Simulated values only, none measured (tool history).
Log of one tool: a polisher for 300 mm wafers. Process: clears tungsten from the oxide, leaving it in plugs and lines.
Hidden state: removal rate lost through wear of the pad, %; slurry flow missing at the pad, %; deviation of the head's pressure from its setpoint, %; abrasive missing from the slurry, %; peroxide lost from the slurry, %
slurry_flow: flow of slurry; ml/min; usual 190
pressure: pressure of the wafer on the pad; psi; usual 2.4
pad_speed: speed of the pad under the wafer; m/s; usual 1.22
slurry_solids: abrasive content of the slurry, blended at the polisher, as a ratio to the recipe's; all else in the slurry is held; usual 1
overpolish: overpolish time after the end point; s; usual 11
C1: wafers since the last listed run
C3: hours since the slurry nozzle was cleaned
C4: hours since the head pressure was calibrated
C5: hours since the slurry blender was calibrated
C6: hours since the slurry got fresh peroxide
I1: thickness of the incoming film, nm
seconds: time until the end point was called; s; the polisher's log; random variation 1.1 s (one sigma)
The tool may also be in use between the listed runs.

run 1 day=0 | slurry_flow=190 pressure=2.4 pad_speed=1.22 slurry_solids=1.15 overpolish=11 | C1=0 wafers_polished_on_this_pad=925 C3=606.3 C4=1128.4 C5=273.3 C6=77.2 | I1=414.8 | seconds=115.3
run 2 day=0.421 | slurry_flow=190 pressure=2.4 pad_speed=1.22 slurry_solids=1 overpolish=11 | C1=67 wafers_polished_on_this_pad=992 C3=616.4 C4=1138.5 C5=283.4 C6=87.3 | I1=413.8 | seconds=119
-- day=1.092 head pressure recalibrated
run 3 day=1.125 | slurry_flow=190 pressure=2.4 pad_speed=1.22 slurry_solids=1 overpolish=11 | C1=99 wafers_polished_on_this_pad=1092 C3=633.3 C4=0.8 C5=300.3 C6=104.2 | I1=419.8 | seconds=111.4
run 4 day=1.488 | slurry_flow=190 pressure=2.4 pad_speed=1.22 slurry_solids=1 overpolish=11 | C1=58 wafers_polished_on_this_pad=1150 C3=642 C4=9.5 C5=309 C6=112.9 | I1=423.1 | seconds=111
-- day=1.783 worn pad replaced by a new one
-- day=1.879 slurry tank refilled with fresh slurry and peroxide
run 5 day=2.183 | slurry_flow=150 pressure=2.4 pad_speed=1.22 slurry_solids=1 overpolish=11 | C1=78 wafers_polished_on_this_pad=57 C3=658.7 C4=26.2 C5=325.7 C6=7.3 | I1=411.1 | seconds=110.8
run 6 day=2.45 | slurry_flow=150 pressure=2.4 pad_speed=1.22 slurry_solids=1 overpolish=11 | C1=42 wafers_polished_on_this_pad=100 C3=665.1 C4=32.6 C5=332.1 C6=13.7 | I1=423.7 | seconds=115.4
run 7 day=2.942 | slurry_flow=190 pressure=2.8 pad_speed=1.22 slurry_solids=1 overpolish=11 | C1=78 wafers_polished_on_this_pad=179 C3=676.9 C4=44.4 C5=343.9 C6=25.5 | I1=411.9 | seconds=94.3
run 8 day=3.454 | slurry_flow=190 pressure=2.4 pad_speed=1.22 slurry_solids=1 overpolish=11 | C1=82 wafers_polished_on_this_pad=261 C3=689.2 C4=56.7 C5=356.2 C6=37.8 | I1=419.4 | seconds=111.9
run 9 day=3.888 | slurry_flow=190 pressure=2.4 pad_speed=1.22 slurry_solids=1 overpolish=11 | C1=69 wafers_polished_on_this_pad=330 C3=699.6 C4=67.1 C5=366.6 C6=48.2 | I1=408.4 | seconds=108.3
run 10 day=4.208 | slurry_flow=235 pressure=2.2 pad_speed=1.22 slurry_solids=1 overpolish=11 | C1=51 wafers_polished_on_this_pad=382 C3=707.3 C4=74.8 C5=374.3 C6=55.9 | I1=412.4 | seconds=117
-- day=4.554 slurry blender recalibrated
run 11 day=4.571 | slurry_flow=170 pressure=2.4 pad_speed=1.08 slurry_solids=0.9 overpolish=7 | C1=44 wafers_polished_on_this_pad=426 C3=716 C4=83.5 C5=0.4 C6=64.6 | I1=422.5 | seconds=132.6
run 12 day=5.321 | slurry_flow=190 pressure=2.4 pad_speed=1.22 slurry_solids=1 overpolish=11 | C1=120 wafers_polished_on_this_pad=547 C3=734 C4=101.5 C5=18.4 C6=82.6 | I1=413.9 | seconds=112.2
run 13 day=6.058 | slurry_flow=190 pressure=2.4 pad_speed=1.22 slurry_solids=1.2 overpolish=11 | C1=118 wafers_polished_on_this_pad=665 C3=751.7 C4=119.2 C5=36.1 C6=100.3 | I1=409.5 | seconds=103.9
run 14 day=6.408 | slurry_flow=190 pressure=2.4 pad_speed=1.22 slurry_solids=1.1 overpolish=11 | C1=56 wafers_polished_on_this_pad=721 C3=760.1 C4=127.6 C5=44.5 C6=108.7 | I1=418.4 | seconds=111.1
-- day=6.546 slurry tank refilled with fresh slurry and peroxide
run 15 day=6.888 | slurry_flow=165 pressure=2.7 pad_speed=1.22 slurry_solids=1.2 overpolish=15 | C1=70 wafers_polished_on_this_pad=791 C3=771.6 C4=139.1 C5=56 C6=8.2 | I1=415.1 | seconds=96.7
-- day=7.838 slurry nozzle cleaned
run 16 day=7.912 | slurry_flow=190 pressure=1.6 pad_speed=1.22 slurry_solids=1.1 overpolish=11 | C1=157 wafers_polished_on_this_pad=948 C3=1.8 C4=163.7 C5=80.6 C6=32.8 | I1=410.5 | seconds=152.1
-- day=8.362 worn pad replaced by a new one
run 17 day=8.45 | slurry_flow=190 pressure=2.9 pad_speed=1.22 slurry_solids=1 overpolish=7 | C1=59 wafers_polished_on_this_pad=14 C3=14.7 C4=176.6 C5=93.5 C6=45.7 | I1=417.6 | seconds=95
run 18 day=8.746 | slurry_flow=190 pressure=2.1 pad_speed=1.12 slurry_solids=0.75 overpolish=13 | C1=47 wafers_polished_on_this_pad=61 C3=21.8 C4=183.7 C5=100.6 C6=52.8 | I1=421.4 | seconds=150.8
run 19 day=9.229 | slurry_flow=190 pressure=2.1 pad_speed=1.12 slurry_solids=0.75 overpolish=13 | C1=77 wafers_polished_on_this_pad=139 C3=33.4 C4=195.3 C5=112.2 C6=64.4 | I1=411.4 | seconds=148.7
run 20 day=9.962 | slurry_flow=190 pressure=2.4 pad_speed=1.22 slurry_solids=1 overpolish=11 | C1=117 wafers_polished_on_this_pad=256 C3=51 C4=212.9 C5=129.8 C6=82 | I1=419.1 | seconds=117.5
-- day=10.471 slurry tank refilled with fresh slurry and peroxide
run 21 day=10.608 | slurry_flow=190 pressure=2.4 pad_speed=1.22 slurry_solids=1 overpolish=11 | C1=96 wafers_polished_on_this_pad=353 C3=66.5 C4=228.4 C5=145.3 C6=3.3 | I1=407.6 | seconds=111.6
run 22 day=11.329 | slurry_flow=190 pressure=3.1 pad_speed=1.22 slurry_solids=1 overpolish=9 | C1=115 wafers_polished_on_this_pad=468 C3=83.8 C4=245.7 C5=162.6 C6=20.6 | I1=407.7 | seconds=88.5
run 23 day=11.904 | slurry_flow=190 pressure=2.4 pad_speed=1.22 slurry_solids=1 overpolish=11 | C1=92 wafers_polished_on_this_pad=561 C3=97.6 C4=259.5 C5=176.4 C6=34.4 | I1=413.5 | seconds=114.9

The next listed run, before its measurement:
run 24 day=12.542 | slurry_flow=190 pressure=2.4 pad_speed=1.22 slurry_solids=1 overpolish=6 | C1=102 wafers_polished_on_this_pad=663 C3=112.9 C4=274.8 C5=191.7 C6=49.7 | I1=418.3 | seconds=?

Run 24 gave seconds 115.2 s.
Without the tool's hidden state the same run would have given seconds 107.5 s.

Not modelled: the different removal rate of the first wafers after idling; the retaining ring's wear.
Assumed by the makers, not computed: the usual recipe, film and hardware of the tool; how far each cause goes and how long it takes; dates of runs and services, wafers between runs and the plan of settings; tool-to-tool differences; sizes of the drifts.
